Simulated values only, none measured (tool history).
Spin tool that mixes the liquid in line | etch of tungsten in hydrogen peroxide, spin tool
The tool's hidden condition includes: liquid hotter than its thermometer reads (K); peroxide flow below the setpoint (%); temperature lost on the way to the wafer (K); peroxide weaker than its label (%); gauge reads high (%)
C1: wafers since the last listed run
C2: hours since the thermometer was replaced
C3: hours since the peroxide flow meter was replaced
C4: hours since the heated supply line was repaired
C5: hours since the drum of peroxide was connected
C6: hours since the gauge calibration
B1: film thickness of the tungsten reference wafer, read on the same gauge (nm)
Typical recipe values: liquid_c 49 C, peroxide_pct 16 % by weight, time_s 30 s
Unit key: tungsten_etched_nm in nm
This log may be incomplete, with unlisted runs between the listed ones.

Run 1, hour 0: usual settings but time_s 25 s; C1 0; C2 2867.3; C3 410.8; C4 3194.5; C5 1297.6; C6 141.7; B1 119.99. Result: tungsten_etched_nm 17.76 nm.
At hour 27.5: gauge calibrated.
Run 2, hour 30.8: usual settings; C1 493; C2 2898.1; C3 441.6; C4 3225.3; C5 1328.4; C6 3.3; B1 120.03. Result: tungsten_etched_nm 21.51 nm.
Run 3, hour 60.3: usual settings; C1 472; C2 2927.6; C3 471.1; C4 3254.8; C5 1357.9; C6 32.8; B1 119.99. Result: tungsten_etched_nm 21.7 nm.
Run 4, hour 87.9: usual settings; C1 441; C2 2955.2; C3 498.7; C4 3282.4; C5 1385.5; C6 60.4; B1 120. Result: tungsten_etched_nm 21.37 nm.
Run 5, hour 121.9: usual settings; C1 544; C2 2989.2; C3 532.7; C4 3316.4; C5 1419.5; C6 94.4; B1 119.97. Result: tungsten_etched_nm 21.41 nm.
Run 6, hour 148.1: usual settings but peroxide_pct 19 % by weight; C1 419; C2 3015.4; C3 558.9; C4 3342.6; C5 1445.7; C6 120.6; B1 120.01. Result: tungsten_etched_nm 23.53 nm.
Run 7, hour 163.7: usual settings but peroxide_pct 19 % by weight; C1 249; C2 3031; C3 574.5; C4 3358.2; C5 1461.3; C6 136.2; B1 119.96. Result: tungsten_etched_nm 23.48 nm.
Run 8, hour 196.6: usual settings but liquid_c 52 C, time_s 50 s; C1 526; C2 3063.9; C3 607.4; C4 3391.1; C5 1494.2; C6 169.1; B1 119.96. Result: tungsten_etched_nm 43.11 nm.
At hour 200.3: heated supply line repaired.
At hour 200.5: gauge calibrated.
At hour 207.6: new drum of peroxide connected.
Run 9, hour 219.9: usual settings; C1 340; C2 3087.2; C3 630.7; C4 19.6; C5 12.3; C6 19.4; B1 120. Result: tungsten_etched_nm 21.33 nm.
At hour 238.8: peroxide flow meter replaced.
At hour 244.2: thermometer replaced.
Run 10, hour 255.4: usual settings but liquid_c 42 C, time_s 50 s; C1 536; C2 11.2; C3 16.6; C4 55.1; C5 47.8; C6 54.9; B1 120.01. Result: tungsten_etched_nm 22.97 nm.
Run 11, hour 284.1: usual settings but peroxide_pct 18.5 % by weight; C1 459; C2 39.9; C3 45.3; C4 83.8; C5 76.5; C6 83.6; B1 119.97. Result: tungsten_etched_nm 23.15 nm.
Run 12, hour 307.7: usual settings but peroxide_pct 12 % by weight; C1 377; C2 63.5; C3 68.9; C4 107.4; C5 100.1; C6 107.2; B1 120.02. Result: tungsten_etched_nm 18.74 nm.
Run 13, hour 320.7: usual settings but liquid_c 55.5 C, peroxide_pct 20 % by weight; C1 208; C2 76.5; C3 81.9; C4 120.4; C5 113.1; C6 120.2; B1 119.98. Result: tungsten_etched_nm 35.69 nm.
Run 14, hour 350: usual settings; C1 469; C2 105.8; C3 111.2; C4 149.7; C5 142.4; C6 149.5; B1 119.97. Result: tungsten_etched_nm 21.54 nm.

Branching from run 14: 5 alternative next runs. What would each branch give?
Run A, hour 350.4: usual settings but time_s 15 s; C1 6; C2 106.2; C3 111.6; C4 150.1; C5 142.8; C6 149.9; B1 ?. Result: tungsten_etched_nm ?.
Run B, hour 350.4: usual settings but liquid_c 58.5 C, time_s 50 s; C1 6; C2 106.2; C3 111.6; C4 150.1; C5 142.8; C6 149.9; B1 ?. Result: tungsten_etched_nm ?.
Run C, hour 350.4: usual settings but liquid_c 42.5 C, peroxide_pct 18 % by weight, time_s 45 s; C1 6; C2 106.2; C3 111.6; C4 150.1; C5 142.8; C6 149.9; B1 ?. Result: tungsten_etched_nm ?.
Run D, hour 350.4: usual settings but peroxide_pct 21 % by weight; C1 6; C2 106.2; C3 111.6; C4 150.1; C5 142.8; C6 149.9; B1 ?. Result: tungsten_etched_nm ?.
Run E, hour 350.4: usual settings but liquid_c 55 C; C1 6; C2 106.2; C3 111.6; C4 150.1; C5 142.8; C6 149.9; B1 ?. Result: tungsten_etched_nm ?.

run      B1  tungsten_etched_nm
  A  119.98               10.86
  B  119.98               63.86
  C  119.98               22.98
  D  119.98               24.89
  E  119.98               31.21
Stripped of hidden state, with their random variation kept, the same runs would have yielded:
run  tungsten_etched_nm
  A               10.86
  B               63.86
  C               22.98
  D               24.89
  E               31.21
